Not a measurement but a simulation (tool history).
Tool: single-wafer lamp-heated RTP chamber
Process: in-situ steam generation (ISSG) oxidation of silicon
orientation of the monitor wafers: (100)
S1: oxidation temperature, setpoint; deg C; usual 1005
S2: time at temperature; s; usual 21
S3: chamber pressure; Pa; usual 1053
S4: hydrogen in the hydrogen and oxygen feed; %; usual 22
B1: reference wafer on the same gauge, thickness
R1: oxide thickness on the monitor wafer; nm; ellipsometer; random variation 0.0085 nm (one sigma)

run,hour,S1,S2,S3,S4,B1,R1
1,0,1005,25,1053,22,4.559,6.105
2,34,1005,25,1053,22,4.56,6.111
3,88,1005,21,1053,22,4.56,5.623
4,120.9,1005,27,920,22,4.558,6.327
5,166.8,1005,27,920,22,4.56,6.334
6,214.9,1005,27,920,22,4.559,6.333
7,253.1,1005,21,920,22,4.562,5.607
8,294.1,1005,21,920,22,4.561,5.627
# hour 300: gauge calibrated
9,343,1005,21,920,22,4.56,5.623
10,396.7,1005,21,1053,22,4.561,5.664
11,436.5,1005,21,1053,22,4.56,5.658
# hour 480.4: pyrometer window cleaned and pyrometer calibrated
12,581.8,1005,21,1053,22,4.559,5.599
13,606.2,1005,21,1053,22,4.559,5.583
14,638.3,1005,29,1053,22,4.562,6.534
15,674.2,1005,21,1120,22,4.56,5.585
16,713.7,994,24,1053,22,4.561,5.689
# hour 747.1: pressure gauge zeroed
17,759.3,1014,21,1053,27,4.561,6.119
18,827.1,1012,24,1187,30,4.56,6.578
19,851.1,1005,21,1053,22,4.56,5.587
20,896.6,1019,16,1053,22,4.56,5.227
21,922.9,1005,21,1053,22,4.561,5.603
# hour 953.8: hydrogen flow controller replaced
22,961.1,1005,21,1053,22,4.561,5.694
23,1013.1,1005,21,947,15,4.56,5.186
24,1064.4,990,15,1120,19,4.562,4.441
25,1116.5,1005,21,1053,26,4.559,5.957
# hour 1150.7: pyrometer window cleaned and pyrometer calibrated
26,1151.2,1005,16,1053,16,4.558,4.621
27,1197.4,1025,21,1147,22,4.559,6.169
28,1244,1022,21,1147,22,4.557,6.075
29,1302.4,1005,21,1053,22,4.56,5.652
30,1361.3,1005,21,1053,22,4.559,5.668
31,1412.4,1005,21,1053,22,4.562,5.668

4 ways to go on from here, each from the tool as it stands after run 31. What would each give?
A,1412.8,1005,21,1053,22,?,?
B,1412.8,1005,21,1053,13,?,?
C,1412.8,1020,13,1200,25,?,?
D,1412.8,1005,21,1173,14,?,?

run,B1,R1
A,4.561,5.655
B,4.561,5.025
C,4.561,4.932
D,4.561,5.095
Without the tool's hidden state the same runs would have given:
run,R1
A,5.65
B,5.02
C,4.928
D,5.09

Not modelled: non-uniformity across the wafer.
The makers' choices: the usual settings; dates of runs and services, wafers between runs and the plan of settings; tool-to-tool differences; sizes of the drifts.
